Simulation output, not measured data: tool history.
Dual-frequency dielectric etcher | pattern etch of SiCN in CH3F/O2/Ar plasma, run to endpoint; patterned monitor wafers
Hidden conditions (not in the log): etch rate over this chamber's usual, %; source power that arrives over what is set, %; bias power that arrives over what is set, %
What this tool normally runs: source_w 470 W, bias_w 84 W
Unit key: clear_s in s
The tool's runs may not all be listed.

run	hour	source_w	bias_w	wafers since the last listed run	hours since the last wet clean	hours since the last source power generator calibration	hours since the last bias power generator calibration	hours since the last upper electrode change	incoming incoming film thickness, nm	clear_s
1	0.0	470	84	0	338.7	3384.2	2952.6	2905.2	12.46	26.4
2	47.9	470	84	603	386.6	3432.1	3000.5	2953.1	12.47	26.6
3	90.3	470	84	533	429.0	3474.5	3042.9	2995.5	12.65	27.0
4	150.1	470	84	752	488.8	3534.3	3102.7	3055.3	12.66	27.0
5	202.3	470	84	657	541.0	3586.5	3154.9	3107.5	12.58	26.7
6	254.2	470	84	653	592.9	3638.4	3206.8	3159.4	12.67	26.9
# hour 262.6: bias power generator calibrated
7	304.1	470	94	577	642.8	3688.3	41.5	3209.3	12.65	26.0
# hour 328.6: wet clean of the chamber
8	343.9	470	84	198	15.3	3728.1	81.3	3249.1	12.58	27.1
9	375.2	510	68	394	46.6	3759.4	112.6	3280.4	12.69	28.4
10	405.0	370	84	375	76.4	3789.2	142.4	3310.2	12.62	28.6
# hour 438.5: source power generator calibrated
# hour 456.4: upper electrode replaced, of another model than before
11	456.9	470	70	377	128.3	18.4	194.3	0.5	12.74	29.2
12	570.0	470	84	1423	241.4	131.5	307.4	113.6	12.65	27.4
13	621.8	430	78	652	293.2	183.3	359.2	165.4	12.65	28.8
14	688.0	470	90	833	359.4	249.5	425.4	231.6	12.71	26.5
15	722.9	430	77	439	394.3	284.4	460.3	266.5	12.66	28.7

Subtracting, for every run, the result it would have given without the tool's unlogged condition from the measured result gives the following. The same run-to-run variation enters both numbers; the gauge's scatter may not:
run	clear_s
1	-0.4
2	-0.4
3	-0.4
4	-0.4
5	-0.5
6	-0.6
7	-0.6
8	+0.1
9	+0.0
10	+0.0
11	-0.1
12	-0.2
13	-0.2
14	-0.3
15	-0.3
